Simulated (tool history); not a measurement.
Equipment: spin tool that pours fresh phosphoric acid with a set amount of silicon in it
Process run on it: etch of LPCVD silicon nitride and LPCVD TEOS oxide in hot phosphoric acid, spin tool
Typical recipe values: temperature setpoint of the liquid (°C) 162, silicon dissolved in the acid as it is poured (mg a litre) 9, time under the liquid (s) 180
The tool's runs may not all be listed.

run	hour	temperature setpoint of the liquid (°C)	silicon dissolved in the acid as it is poured (mg a litre)	time under the liquid (s)	wafers since the last listed run	hours since the thermometer was replaced	hours since the dissolved silicon flow meter was replaced	hours since the heated supply line was repaired	hours since the gauge calibration	read-back film thickness of the LPCVD silicon nitride reference wafer, read on the same gauge (nm)	read-back film thickness of the LPCVD TEOS oxide reference wafer, read on the same gauge (nm)	thickness taken off the LPCVD silicon nitride on a monitor wafer (angstrom)	thickness taken off the LPCVD TEOS oxide on a monitor wafer (angstrom)
1	0	162	9	180	0	482.5	923.9	1306.6	240.3	109.97	100.028	148.1	4.53
2	28.4	162	9	180	165	510.9	952.3	1335	268.7	110.03	99.998	146.8	4.4
3	53.9	162	9	180	148	536.4	977.8	1360.5	294.2	110.03	100.003	149.8	4.58
4	89.2	164	9	180	205	571.7	1013.1	1395.8	329.5	109.98	100.003	158.8	4.96
5	108.3	164	9	180	111	590.8	1032.2	1414.9	348.6	109.97	99.965	157.8	5.03
6	144.2	162	9	240	209	626.7	1068.1	1450.8	384.5	110	100.029	196.4	5.93
# hour 156.8: dissolved silicon flow meter replaced
7	158.1	162	9	240	75	640.6	1.3	1464.7	398.4	110.04	100.004	196.3	5.73
8	183.4	162	9	180	147	665.9	26.6	1490	423.7	110.02	99.964	143.6	4.52
9	197.5	162	9	180	82	680	40.7	1504.1	437.8	110.01	99.994	145.8	4.4
10	230.1	162	9	180	190	712.6	73.3	1536.7	470.4	110	99.986	143.8	4.38
11	249.2	162	9	180	111	731.7	92.4	1555.8	489.5	109.98	100.023	143.8	4.19
12	261.2	164.5	4.5	105	70	743.7	104.4	1567.8	501.5	109.93	100.011	92.6	3.02
13	283.4	162	15.5	180	129	765.9	126.6	1590	523.7	109.99	100.014	142.2	3.38
# hour 285: thermometer replaced
14	306.7	163.5	9	180	130	21.7	149.9	1613.3	547	110.02	100.018	153	4.6
# hour 335: gauge calibrated
15	341.1	162	9	180	200	56.1	184.3	1647.7	6.1	109.95	100.016	144.2	4.13
# hour 351.4: heated supply line repaired
16	365.2	162	9	150	134	80.2	208.4	13.8	30.2	109.98	99.986	135.7	4.47
17	391.5	162	9	180	153	106.5	234.7	40.1	56.5	110	100.006	166	5.58
18	412.7	162	9	180	123	127.7	255.9	61.3	77.7	109.99	100.002	164.1	5.34
19	464	163	9	180	299	179	307.2	112.6	129	109.99	99.988	168.6	6.28
20	491.2	162	15	180	158	206.2	334.4	139.8	156.2	110.01	99.977	165.1	4.79

Below are 4 alternative next runs, each starting from the tool's condition after run 20. Predict each:
A	491.7	161	9	180	2	206.7	334.9	140.3	156.7	?	?	?	?
B	491.7	160	9	180	2	206.7	334.9	140.3	156.7	?	?	?	?
C	491.7	162	9	95	2	206.7	334.9	140.3	156.7	?	?	?	?
D	491.7	162	9	100	2	206.7	334.9	140.3	156.7	?	?	?	?

run	read-back film thickness of the LPCVD silicon nitride reference wafer, read on the same gauge (nm)	read-back film thickness of the LPCVD TEOS oxide reference wafer, read on the same gauge (nm)	thickness taken off the LPCVD silicon nitride on a monitor wafer (angstrom)	thickness taken off the LPCVD TEOS oxide on a monitor wafer (angstrom)
A	110.01	99.976	157.5	4.81
B	110.01	99.976	152.3	4.47
C	110.01	99.976	85.9	2.73
D	110.01	99.976	90.5	2.88
The same runs, with their run-to-run variation unchanged, on a tool lacking any hidden condition would have given:
run	thickness taken off the LPCVD silicon nitride on a monitor wafer (angstrom)	thickness taken off the LPCVD TEOS oxide on a monitor wafer (angstrom)
A	161.9	5.11
B	156.6	4.75
C	88.4	2.91
D	93	3.06
